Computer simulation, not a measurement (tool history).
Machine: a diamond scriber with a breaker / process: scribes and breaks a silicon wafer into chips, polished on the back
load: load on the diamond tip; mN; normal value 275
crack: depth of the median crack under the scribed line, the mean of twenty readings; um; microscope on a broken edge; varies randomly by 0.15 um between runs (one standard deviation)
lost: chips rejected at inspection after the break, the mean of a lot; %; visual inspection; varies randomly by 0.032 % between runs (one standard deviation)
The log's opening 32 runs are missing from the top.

run	hour	load	wafers since the last listed run	hours since the diamond tip was replaced	hours since the load on the tip was calibrated	incoming depth of the damage left on the back of the incoming wafer, um	crack	lost
33	532.3	241	24	137.5	31.3	0.04	9.52	1.95
34	559	275	57	164.2	58	0.01	10.73	0.75
35	575	220	34	180.2	74	0.04	9.09	4.11
36	590.9	337	34	196.1	89.9	0.03	12.34	3.51
37	607.9	223	36	213.1	106.9	0.02	9.07	4.09
38	623.7	337	34	228.9	122.7	0.05	12.17	3.48
39	631.2	275	16	236.4	130.2	0.04	10.84	0.75
40	645.5	251	30	250.7	144.5	0.03	9.96	1.33
41	659.7	321	30	264.9	158.7	0.03	12.09	2.35

5 ways to go on from here, each from the tool as it stands after run 41. What would each give?
A	660.3	275	1	265.5	159.3	0.04	?	?
B	660.3	357	1	265.5	159.3	0.04	?	?
C	660.3	204	1	265.5	159.3	0.04	?	?
D	660.3	327	1	265.5	159.3	0.04	?	?
E	660.3	237	1	265.5	159.3	0.04	?	?

run	crack	lost
A	10.79	0.72
B	13.06	4.99
C	8.6	6.64
D	12.25	2.64
E	9.65	2.19
What these runs would have given with no unlogged condition in the tool:
run	crack	lost
A	10.79	0.72
B	13.06	4.99
C	8.6	6.64
D	12.25	2.64
E	9.65	2.19
